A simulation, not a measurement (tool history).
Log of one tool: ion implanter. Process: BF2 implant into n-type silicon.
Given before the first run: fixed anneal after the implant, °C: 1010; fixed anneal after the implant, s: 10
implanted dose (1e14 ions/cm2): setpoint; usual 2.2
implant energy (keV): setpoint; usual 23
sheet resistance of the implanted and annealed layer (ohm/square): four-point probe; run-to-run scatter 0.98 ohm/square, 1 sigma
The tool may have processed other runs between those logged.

run	hour	implanted dose (1e14 ions/cm2)	implant energy (keV)	read-back reference wafer on the same gauge, sheet resistance	sheet resistance of the implanted and annealed layer (ohm/square)
1	0	2.2	23	483.06	500.36
2	15.3	2.2	23	483.17	500.47
3	47.2	2.2	23	482.92	502.22
4	71.9	2.2	23	483.09	501.11
5	91.9	2.38	23	483.1	470.09
6	113.7	2.58	19	483.04	447.36
7	138.9	2.58	19	482.74	447.89
# hour 161.1: Faraday cup replaced and dose calibrated
# hour 162.1: extraction supply calibrated
8	162.6	2.58	19	483.04	421.59
# hour 186.5: gauge calibrated
9	190.7	2.46	23	483.25	433.93
10	206.4	2.2	17.5	482.98	489.68
11	224.6	2.2	17.5	483.06	488.82
12	237.5	1.92	17.5	483.23	550.95
13	268.2	1.87	25.5	483.22	542.26
14	281	1.61	20	483.08	632.88
15	295.2	2.2	23	482.97	476.16

What if the next run were any one of these 3? Each begins from the tool's condition after run 15:
A	295.6	1.94	23	?	?
B	295.6	2.58	18.5	?	?
C	295.6	2.49	23	?	?

run	read-back reference wafer on the same gauge, sheet resistance	sheet resistance of the implanted and annealed layer (ohm/square)
A	482.95	531.63
B	482.95	426.15
C	482.95	430.11
Without the tool's hidden state the same runs would have given:
run	sheet resistance of the implanted and annealed layer (ohm/square)
A	533.61
B	427.7
C	431.69
